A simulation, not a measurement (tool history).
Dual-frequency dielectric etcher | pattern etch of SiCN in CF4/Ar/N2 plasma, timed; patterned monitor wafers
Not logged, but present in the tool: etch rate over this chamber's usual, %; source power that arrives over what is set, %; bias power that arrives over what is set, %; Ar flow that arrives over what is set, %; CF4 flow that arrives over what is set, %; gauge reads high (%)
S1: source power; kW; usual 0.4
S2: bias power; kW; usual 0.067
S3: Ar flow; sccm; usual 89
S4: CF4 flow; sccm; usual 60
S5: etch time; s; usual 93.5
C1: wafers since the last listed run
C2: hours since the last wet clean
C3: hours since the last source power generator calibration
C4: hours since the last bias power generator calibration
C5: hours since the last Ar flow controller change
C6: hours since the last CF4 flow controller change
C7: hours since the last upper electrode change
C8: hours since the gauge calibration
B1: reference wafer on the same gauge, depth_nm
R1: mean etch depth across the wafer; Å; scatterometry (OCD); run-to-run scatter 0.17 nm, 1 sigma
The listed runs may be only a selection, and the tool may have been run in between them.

run   hour    S1     S2   S3  S4     S5   C1     C2      C3      C4      C5      C6      C7     C8    B1   R1
  1      0   0.4  0.067  106  60   93.5    0  330.5  4188.8  3717.2  4219.4  6107.3    2236    172  75.1  751
  2   17.2   0.4  0.067   89  60   93.5  237  347.7    4206  3734.4  4236.6  6124.5  2253.2  189.2  75.1  781
  3   32.9   0.4  0.067   74  60   93.5  216  363.4  4221.7  3750.1  4252.3  6140.2  2268.9  204.9  75.1  809
  4   50.8   0.4  0.067   74  60   93.5  246  381.3  4239.6    3768  4270.2  6158.1  2286.8  222.8  75.1  815
  5   57.7   0.4  0.067   74  60   93.5   95  388.2  4246.5  3774.9  4277.1    6165  2293.7  229.7    75  812
  6   67.8   0.4  0.067   98  60   93.5  139  398.3  4256.6    3785  4287.2  6175.1  2303.8  239.8  75.2  763
  7   77.2   0.4  0.067  105  71   93.5  129  407.7    4266  3794.4  4296.6  6184.5  2313.2  249.2  75.2  780
  8   90.5   0.4  0.067  105  71   93.5  183    421  4279.3  3807.7  4309.9  6197.8  2326.5  262.5  75.1  780
     110.5  -- gauge calibrated
     115.3  -- upper electrode replaced
     115.4  -- wet clean of the chamber
  9  115.8   0.4  0.067   77  60   93.5   16    0.4  4304.6    3833  4335.2  6223.1     0.5    5.3  75.1  805
 10  116.4   0.4  0.067   89  60   93.5    8      1  4305.2  3833.6  4335.8  6223.7     1.1    5.9  75.2  779
     128.5  -- Ar flow controller replaced
 11  129.2   0.4  0.058   89  60   75.5   93   13.8    4318  3846.4     0.7  6236.5    13.9   18.7  75.1  588
 12  146.6   0.4  0.067   89  60  111.5  239   31.2  4335.4  3863.8    18.1  6253.9    31.3   36.1  75.1  930
 13  162.1   0.4  0.067   89  60    105  213   46.7  4350.9  3879.3    33.6  6269.4    46.8   51.6  75.1  873
 14  176.7  0.43  0.067   80  60   93.5  201   61.3  4365.5  3893.9    48.2    6284    61.4   66.2  75.2  845
       181  -- source power generator calibrated
 15  185.2   0.4  0.067   74  60   93.5   62   69.8     4.2  3902.4    56.7  6292.5    69.9   74.7  75.2  813
     190.1  -- bias power generator calibrated
     211.3  -- CF4 flow controller replaced
 16    212  0.48  0.074   89  75   93.5  231   96.6      31    21.9    83.5     0.7    96.7  101.5  75.2  983
 17  221.3   0.4  0.051  100  60   93.5  128  105.9    40.3    31.2    92.8      10     106  110.8  75.1  666
 18  238.8   0.4  0.067  101  55   93.5  241  123.4    57.8    48.7   110.3    27.5   123.5  128.3  75.1  741
 19  250.1   0.4  0.067   77  60   93.5  155  134.7    69.1      60   121.6    38.8   134.8  139.6    75  805
 20  265.2   0.4  0.067   89  52   81.5  208  149.8    84.2    75.1   136.7    53.9   149.9  154.7    75  657

Forecast each of these 5 alternatives for the next run:
  A  265.6   0.4  0.067   89  60  93.5   5  150.2  84.6  75.5  137.1  54.3  150.3  155.1   ?   ?
  B  265.6   0.5  0.053  103  70  93.5   5  150.2  84.6  75.5  137.1  54.3  150.3  155.1   ?   ?
  C  265.6   0.4  0.067   89  60  76.5   5  150.2  84.6  75.5  137.1  54.3  150.3  155.1   ?   ?
  D  265.6  0.43  0.057   89  60    71   5  150.2  84.6  75.5  137.1  54.3  150.3  155.1   ?   ?
  E  265.6   0.5  0.067   89  60  93.5   5  150.2  84.6  75.5  137.1  54.3  150.3  155.1   ?   ?

run    B1   R1
  A  75.2  781
  B  75.2  837
  C  75.2  639
  D  75.2  582
  E  75.2  930
What these runs would have given with no unlogged condition in the tool:
run   R1
  A  781
  B  837
  C  639
  D  582
  E  930

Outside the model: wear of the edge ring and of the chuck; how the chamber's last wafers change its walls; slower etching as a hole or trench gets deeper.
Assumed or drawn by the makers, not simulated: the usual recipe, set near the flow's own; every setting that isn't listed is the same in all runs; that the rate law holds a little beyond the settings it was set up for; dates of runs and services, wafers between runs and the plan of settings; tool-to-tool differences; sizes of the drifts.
